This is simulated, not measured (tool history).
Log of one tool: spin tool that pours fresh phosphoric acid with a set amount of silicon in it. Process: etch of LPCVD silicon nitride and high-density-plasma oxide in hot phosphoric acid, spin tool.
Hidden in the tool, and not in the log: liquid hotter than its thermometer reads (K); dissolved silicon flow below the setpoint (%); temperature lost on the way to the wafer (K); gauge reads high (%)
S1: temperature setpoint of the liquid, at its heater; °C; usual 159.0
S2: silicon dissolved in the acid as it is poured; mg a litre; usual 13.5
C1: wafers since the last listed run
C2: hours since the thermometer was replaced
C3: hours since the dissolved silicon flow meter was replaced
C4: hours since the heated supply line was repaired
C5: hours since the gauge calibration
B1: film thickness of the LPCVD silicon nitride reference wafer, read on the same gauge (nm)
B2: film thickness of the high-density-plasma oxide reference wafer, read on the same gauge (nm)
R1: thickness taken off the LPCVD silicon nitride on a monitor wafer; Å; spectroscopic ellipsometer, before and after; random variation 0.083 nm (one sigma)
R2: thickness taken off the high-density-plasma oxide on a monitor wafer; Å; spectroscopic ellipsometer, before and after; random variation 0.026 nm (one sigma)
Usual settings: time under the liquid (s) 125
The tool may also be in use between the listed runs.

run 1 hour=0.0 | S1=159.0 S2=13.5 time_under_the_liquid_(s)=125 | C1=0 C2=388.7 C3=336.4 C4=2554.3 C5=1394.3 | B1=149.98 B2=49.969 | R1=96.8 R2=3.36
-- hour=23.1 heated supply line repaired
run 2 hour=123.8 | S1=159.0 S2=13.5 time_under_the_liquid_(s)=125 | C1=818 C2=512.5 C3=460.2 C4=100.7 C5=1518.1 | B1=150.00 B2=50.000 | R1=106.4 R2=3.50
run 3 hour=276.7 | S1=161.5 S2=9.0 time_under_the_liquid_(s)=165 | C1=1019 C2=665.4 C3=613.1 C4=253.6 C5=1671.0 | B1=150.01 B2=49.985 | R1=154.6 R2=7.08
-- hour=388.0 thermometer replaced
run 4 hour=416.9 | S1=159.0 S2=10.5 time_under_the_liquid_(s)=150 | C1=927 C2=28.9 C3=753.3 C4=393.8 C5=1811.2 | B1=149.97 B2=50.002 | R1=117.7 R2=3.71
run 5 hour=484.7 | S1=159.0 S2=16.5 time_under_the_liquid_(s)=125 | C1=451 C2=96.7 C3=821.1 C4=461.6 C5=1879.0 | B1=149.97 B2=49.992 | R1=99.0 R2=2.71
run 6 hour=511.1 | S1=160.5 S2=22.5 time_under_the_liquid_(s)=85 | C1=175 C2=123.1 C3=847.5 C4=488.0 C5=1905.4 | B1=149.98 B2=50.045 | R1=70.1 R2=1.77
run 7 hour=558.9 | S1=159.0 S2=13.5 time_under_the_liquid_(s)=125 | C1=318 C2=170.9 C3=895.3 C4=535.8 C5=1953.2 | B1=150.02 B2=49.990 | R1=101.3 R2=3.40
run 8 hour=608.7 | S1=156.5 S2=9.0 time_under_the_liquid_(s)=85 | C1=331 C2=220.7 C3=945.1 C4=585.6 C5=2003.0 | B1=150.04 B2=49.969 | R1=63.3 R2=1.91
run 9 hour=649.4 | S1=159.0 S2=13.5 time_under_the_liquid_(s)=175 | C1=271 C2=261.4 C3=985.8 C4=626.3 C5=2043.7 | B1=149.99 B2=50.001 | R1=139.6 R2=4.64
-- hour=695.1 gauge calibrated
-- hour=725.5 dissolved silicon flow meter replaced
run 10 hour=765.3 | S1=159.0 S2=13.5 time_under_the_liquid_(s)=170 | C1=765 C2=377.3 C3=39.8 C4=742.2 C5=70.2 | B1=150.01 B2=50.014 | R1=137.8 R2=4.44
run 11 hour=795.5 | S1=159.0 S2=21.5 time_under_the_liquid_(s)=150 | C1=201 C2=407.5 C3=70.0 C4=772.4 C5=100.4 | B1=149.98 B2=50.007 | R1=122.6 R2=3.15
run 12 hour=844.9 | S1=156.5 S2=4.5 time_under_the_liquid_(s)=150 | C1=329 C2=456.9 C3=119.4 C4=821.8 C5=149.8 | B1=150.02 B2=50.005 | R1=113.5 R2=4.48
run 13 hour=959.3 | S1=160.0 S2=7.0 time_under_the_liquid_(s)=150 | C1=762 C2=571.3 C3=233.8 C4=936.2 C5=264.2 | B1=149.96 B2=50.003 | R1=128.7 R2=5.43
-- hour=1010.1 thermometer replaced
run 14 hour=1028.2 | S1=160.0 S2=17.5 time_under_the_liquid_(s)=125 | C1=452 C2=18.1 C3=302.7 C4=1005.1 C5=333.1 | B1=149.98 B2=50.014 | R1=99.1 R2=2.87
run 15 hour=1074.5 | S1=159.0 S2=4.5 time_under_the_liquid_(s)=70 | C1=308 C2=64.4 C3=349.0 C4=1051.4 C5=379.4 | B1=149.98 B2=50.002 | R1=54.1 R2=2.02
run 16 hour=1119.8 | S1=159.0 S2=13.5 time_under_the_liquid_(s)=125 | C1=301 C2=109.7 C3=394.3 C4=1096.7 C5=424.7 | B1=149.97 B2=49.985 | R1=95.8 R2=2.78
run 17 hour=1153.2 | S1=160.5 S2=13.5 time_under_the_liquid_(s)=185 | C1=222 C2=143.1 C3=427.7 C4=1130.1 C5=458.1 | B1=149.96 B2=49.998 | R1=150.6 R2=5.64
run 18 hour=1196.5 | S1=159.0 S2=13.5 time_under_the_liquid_(s)=125 | C1=288 C2=186.4 C3=471.0 C4=1173.4 C5=501.4 | B1=150.03 B2=50.039 | R1=97.9 R2=3.30
run 19 hour=1267.6 | S1=159.0 S2=13.5 time_under_the_liquid_(s)=125 | C1=473 C2=257.5 C3=542.1 C4=1244.5 C5=572.5 | B1=150.00 B2=49.965 | R1=98.1 R2=2.95
run 20 hour=1454.7 | S1=159.0 S2=13.5 time_under_the_liquid_(s)=125 | C1=1247 C2=444.6 C3=729.2 C4=1431.6 C5=759.6 | B1=150.05 B2=50.031 | R1=100.0 R2=3.23
run 21 hour=1490.8 | S1=159.0 S2=23.0 time_under_the_liquid_(s)=125 | C1=240 C2=480.7 C3=765.3 C4=1467.7 C5=795.7 | B1=149.98 B2=50.000 | R1=102.1 R2=2.51

4 ways to go on from here, each from the tool as it stands after run 21. What would each give?
run A hour=1491.3 | S1=159.0 S2=13.5 time_under_the_liquid_(s)=125 | C1=3 C2=481.2 C3=765.8 C4=1468.2 C5=796.2 | B1=? B2=? | R1=? R2=?
run B hour=1491.3 | S1=159.0 S2=23.5 time_under_the_liquid_(s)=125 | C1=3 C2=481.2 C3=765.8 C4=1468.2 C5=796.2 | B1=? B2=? | R1=? R2=?
run C hour=1491.3 | S1=159.0 S2=5.5 time_under_the_liquid_(s)=70 | C1=3 C2=481.2 C3=765.8 C4=1468.2 C5=796.2 | B1=? B2=? | R1=? R2=?
run D hour=1491.3 | S1=157.5 S2=22.0 time_under_the_liquid_(s)=125 | C1=3 C2=481.2 C3=765.8 C4=1468.2 C5=796.2 | B1=? B2=? | R1=? R2=?

run=A B1=149.98 B2=49.990 R1=99.0 R2=3.97
run=B B1=149.98 B2=49.990 R1=99.0 R2=3.01
run=C B1=149.98 B2=49.990 R1=55.5 R2=2.65
run=D B1=149.98 B2=49.990 R1=94.1 R2=2.82
Without the tool's hidden state the same runs would have given:
run=A R1=98.8 R2=3.95
run=B R1=98.8 R2=3.00
run=C R1=55.4 R2=2.64
run=D R1=94.0 R2=2.81

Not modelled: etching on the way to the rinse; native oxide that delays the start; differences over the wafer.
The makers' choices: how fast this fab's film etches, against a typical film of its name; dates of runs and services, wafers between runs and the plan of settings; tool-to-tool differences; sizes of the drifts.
